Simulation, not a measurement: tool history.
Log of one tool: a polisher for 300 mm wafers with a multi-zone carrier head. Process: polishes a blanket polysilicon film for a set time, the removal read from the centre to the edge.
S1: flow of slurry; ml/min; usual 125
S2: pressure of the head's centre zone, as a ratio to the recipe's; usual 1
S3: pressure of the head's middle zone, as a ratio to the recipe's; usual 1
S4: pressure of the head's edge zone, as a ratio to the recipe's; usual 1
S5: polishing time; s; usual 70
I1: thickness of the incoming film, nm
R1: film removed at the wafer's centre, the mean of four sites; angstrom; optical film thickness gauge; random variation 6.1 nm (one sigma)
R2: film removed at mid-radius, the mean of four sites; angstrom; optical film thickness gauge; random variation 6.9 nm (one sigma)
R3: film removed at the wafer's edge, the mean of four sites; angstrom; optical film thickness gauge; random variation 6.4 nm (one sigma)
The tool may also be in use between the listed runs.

run    hour   S1    S2    S3    S4  S5      I1    R1    R2    R3
  1       0  105     1     1     1  82    1533  5356  5298  5426
  2    91.6  140     1     1   1.1  70  1543.5  5021  4851  4965
  3   145.5  145     1     1     1  70  1568.3  4866  4867  4833
  4   206.1  125     1     1     1  58  1530.6  4001  3800  3807
  5   317.9  125     1  0.96     1  70  1521.6  4907  4325  4473
  6   402.7  125     1  1.03   0.9  70  1575.7  4739  4521  4125
  7   451.5  125     1     1  0.93  70  1544.9  4863  4382  4269
  8     503  125     1  1.07  0.95  70  1557.1  4291  4543  4282
  9   582.2  125     1  0.91  0.88  70  1551.9  4238  3889  3983
 10   715.1   90     1     1     1  70  1550.6  4439  4366  4464
 11   753.2   95     1     1     1  70  1552.2  4368  4476  4471
 12   813.3  140  0.89     1  1.06  70  1558.9  4522  4875  4966
 13   903.2  105   1.1  1.07     1  70  1514.9  4845  4670  4582
 14   942.8  125     1     1     1  70  1544.9  4737  4659  4596
 15  1031.2  125     1     1     1  70  1552.1  4664  4518  4629
 16  1136.6  125  1.03  1.08     1  70  1560.8  4637  4847  4512
 17  1219.4  125     1     1     1  70  1540.6  4584  4331  4278
 18  1266.4  125     1     1  0.92  70  1554.5  4526  4192  4136
 19  1521.7  125  0.97   0.9     1  70    1563  4544  4387  4813
 20  1612.8  125     1     1     1  70  1545.6  4709  4807  4589
 21  1663.8  125  1.09     1     1  70  1577.8  4870  4726  4675

Taken out of this log: 10 entries between the listed runs. Where each belongs, and how the hidden state differs across it:
Between runs 5 and 6: carrier head's membrane replaced by a new one (hour 354.2); edge zone pressure recalibrated (hour 390.5)
  removal rate lost through wear of the pad, %: 6.8 -> 8.72; deviation of the centre zone's pressure from its setpoint, %: 12.3 -> 14.5
  measured less the result without the state, R1: +68 -> +34 angstrom; R2: -318 -> -435 angstrom; R3: -326 -> -395 angstrom
Between runs 7 and 8: centre zone pressure recalibrated (hour 499.2)
  removal rate lost through wear of the pad, %: 9.99 -> 11.5; deviation of the centre zone's pressure from its setpoint, %: 15.8 -> 1.71
  measured less the result without the state, R1: +8 -> -497 angstrom; R2: -490 -> -588 angstrom; R3: -474 -> -554 angstrom
Between runs 8 and 9: slurry nozzle cleaned (hour 526.1)
  removal rate lost through wear of the pad, %: 11.5 -> 14; deviation of the centre zone's pressure from its setpoint, %: 1.71 -> 1.8
  measured less the result without the state, R1: -497 -> -625 angstrom; R2: -588 -> -632 angstrom; R3: -554 -> -646 angstrom
Between runs 9 and 10: worn pad replaced by a new one (hour 603.4)
  removal rate lost through wear of the pad, %: 14 -> 1.61; deviation of the centre zone's pressure from its setpoint, %: 1.8 -> 2.34
  measured less the result without the state, R1: -625 -> +2 angstrom; R2: -632 -> -71 angstrom; R3: -646 -> -73 angstrom
Between runs 14 and 15: carrier head's membrane replaced by a new one (hour 993.7)
  removal rate lost through wear of the pad, %: 4.1 -> 5.76; deviation of the centre zone's pressure from its setpoint, %: 4.39 -> 5.57
  measured less the result without the state, R1: -52 -> -96 angstrom; R2: -200 -> -277 angstrom; R3: -196 -> -283 angstrom
Between runs 18 and 19: slurry nozzle cleaned (hour 1317); centre zone pressure recalibrated (hour 1354.8); worn pad replaced by a new one (hour 1377); edge zone pressure recalibrated (hour 1485.5)
  removal rate lost through wear of the pad, %: 12 -> 1.71; deviation of the centre zone's pressure from its setpoint, %: 9.73 -> -0.241
  measured less the result without the state, R1: -283 -> -87 angstrom; R2: -573 -> -76 angstrom; R3: -564 -> -84 angstrom

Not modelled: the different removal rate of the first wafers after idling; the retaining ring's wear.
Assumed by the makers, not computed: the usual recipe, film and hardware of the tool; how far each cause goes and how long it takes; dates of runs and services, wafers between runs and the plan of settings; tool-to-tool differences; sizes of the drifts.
